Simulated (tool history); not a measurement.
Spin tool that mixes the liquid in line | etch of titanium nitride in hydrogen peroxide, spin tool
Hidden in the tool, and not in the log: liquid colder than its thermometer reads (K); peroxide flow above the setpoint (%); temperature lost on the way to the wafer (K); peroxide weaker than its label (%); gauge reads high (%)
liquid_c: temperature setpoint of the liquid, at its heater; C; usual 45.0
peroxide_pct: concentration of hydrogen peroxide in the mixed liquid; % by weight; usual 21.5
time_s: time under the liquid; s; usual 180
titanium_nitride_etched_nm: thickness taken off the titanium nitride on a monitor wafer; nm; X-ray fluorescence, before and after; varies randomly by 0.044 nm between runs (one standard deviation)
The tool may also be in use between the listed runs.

| run | hour | liquid_c | peroxide_pct | time_s | wafers since the last listed run | hours since the thermometer was replaced | hours since the peroxide flow meter was replaced | hours since the heated supply line was repaired | hours since the drum of peroxide was connected | hours since the gauge calibration | read-back film thickness of the titanium nitride reference wafer, read on the same gauge (nm) | titanium_nitride_etched_nm |
|---|---|---|---|---|---|---|---|---|---|---|---|---|
| 1 | 0.0 | 45.0 | 21.5 | 130 | 0 | 32.7 | 1574.3 | 305.8 | 39.7 | 199.9 | 150.00 | 5.47 |
| 2 | 114.7 | 45.0 | 17.0 | 180 | 782 | 147.4 | 1689.0 | 420.5 | 154.4 | 314.6 | 149.98 | 7.39 |
| 3 | 203.4 | 45.0 | 21.5 | 180 | 605 | 236.1 | 1777.7 | 509.2 | 243.1 | 403.3 | 150.03 | 7.65 |
| 4 | 240.1 | 45.0 | 21.5 | 180 | 250 | 272.8 | 1814.4 | 545.9 | 279.8 | 440.0 | 150.01 | 7.67 |
|  | 309.6 | peroxide flow meter replaced |
| 5 | 318.5 | 45.0 | 21.5 | 180 | 528 | 351.2 | 8.9 | 624.3 | 358.2 | 518.4 | 150.00 | 7.53 |
| 6 | 421.2 | 45.0 | 15.5 | 115 | 700 | 453.9 | 111.6 | 727.0 | 460.9 | 621.1 | 149.98 | 4.42 |
| 7 | 482.4 | 45.0 | 17.5 | 180 | 417 | 515.1 | 172.8 | 788.2 | 522.1 | 682.3 | 149.99 | 7.21 |
|  | 525.2 | heated supply line repaired |
| 8 | 549.0 | 45.0 | 21.5 | 180 | 447 | 581.7 | 239.4 | 23.8 | 588.7 | 748.9 | 150.01 | 7.42 |
|  | 568.4 | new drum of peroxide connected |
| 9 | 608.5 | 39.5 | 16.0 | 180 | 399 | 641.2 | 298.9 | 83.3 | 40.1 | 808.4 | 150.04 | 4.67 |
|  | 642.0 | thermometer replaced |
| 10 | 644.7 | 45.0 | 21.5 | 140 | 240 | 2.7 | 335.1 | 119.5 | 76.3 | 844.6 | 150.01 | 5.82 |
| 11 | 738.9 | 48.5 | 15.5 | 180 | 642 | 96.9 | 429.3 | 213.7 | 170.5 | 938.8 | 149.98 | 9.08 |
| 12 | 818.3 | 45.0 | 17.5 | 235 | 541 | 176.3 | 508.7 | 293.1 | 249.9 | 1018.2 | 149.99 | 9.47 |
| 13 | 867.6 | 41.0 | 27.0 | 140 | 336 | 225.6 | 558.0 | 342.4 | 299.2 | 1067.5 | 150.02 | 4.53 |
| 14 | 926.1 | 36.5 | 21.5 | 120 | 399 | 284.1 | 616.5 | 400.9 | 357.7 | 1126.0 | 149.98 | 2.62 |
| 15 | 1011.0 | 36.5 | 15.0 | 250 | 579 | 369.0 | 701.4 | 485.8 | 442.6 | 1210.9 | 150.01 | 5.09 |
| 16 | 1060.5 | 38.0 | 24.5 | 125 | 337 | 418.5 | 750.9 | 535.3 | 492.1 | 1260.4 | 149.98 | 3.16 |
| 17 | 1136.8 | 49.0 | 21.5 | 225 | 520 | 494.8 | 827.2 | 611.6 | 568.4 | 1336.7 | 149.99 | 12.75 |
| 18 | 1216.5 | 36.5 | 21.5 | 265 | 543 | 574.5 | 906.9 | 691.3 | 648.1 | 1416.4 | 150.01 | 5.86 |
|  | 1247.2 | new drum of peroxide connected |
| 19 | 1272.6 | 36.5 | 15.0 | 250 | 375 | 630.6 | 963.0 | 747.4 | 25.4 | 1472.5 | 149.99 | 5.12 |
|  | 1290.1 | thermometer replaced |
| 20 | 1343.6 | 45.0 | 23.5 | 265 | 477 | 53.5 | 1034.0 | 818.4 | 96.4 | 1543.5 | 149.99 | 11.42 |
| 21 | 1401.5 | 45.0 | 21.5 | 180 | 395 | 111.4 | 1091.9 | 876.3 | 154.3 | 1601.4 | 149.99 | 7.55 |
| 22 | 1439.5 | 51.5 | 21.5 | 180 | 259 | 149.4 | 1129.9 | 914.3 | 192.3 | 1639.4 | 149.98 | 12.18 |
|  | 1459.5 | heated supply line repaired |
| 23 | 1526.2 | 40.0 | 21.5 | 180 | 584 | 236.1 | 1216.6 | 66.7 | 279.0 | 1726.1 | 150.00 | 5.18 |
| 24 | 1565.9 | 41.5 | 17.5 | 180 | 270 | 275.8 | 1256.3 | 106.4 | 318.7 | 1765.8 | 150.00 | 5.59 |
| 25 | 1638.3 | 50.5 | 26.0 | 95 | 493 | 348.2 | 1328.7 | 178.8 | 391.1 | 1838.2 | 150.01 | 6.26 |
| 26 | 1675.7 | 38.5 | 21.5 | 75 | 255 | 385.6 | 1366.1 | 216.2 | 428.5 | 1875.6 | 150.01 | 1.95 |

Alternative continuations, all from the tool just after run 26; predict every row:
| A | 1676.2 | 45.0 | 21.5 | 180 | 3 | 386.1 | 1366.6 | 216.7 | 429.0 | 1876.1 | ? | ? |
| B | 1676.2 | 45.0 | 19.5 | 180 | 3 | 386.1 | 1366.6 | 216.7 | 429.0 | 1876.1 | ? | ? |
| C | 1676.2 | 36.0 | 21.5 | 130 | 3 | 386.1 | 1366.6 | 216.7 | 429.0 | 1876.1 | ? | ? |

| run | read-back film thickness of the titanium nitride reference wafer, read on the same gauge (nm) | titanium_nitride_etched_nm |
|---|---|---|
| A | 150.02 | 7.63 |
| B | 150.02 | 7.47 |
| C | 150.02 | 2.76 |
Without the tool's hidden state the same runs would have given:
| run | titanium_nitride_etched_nm |
|---|---|
| A | 7.50 |
| B | 7.34 |
| C | 2.72 |
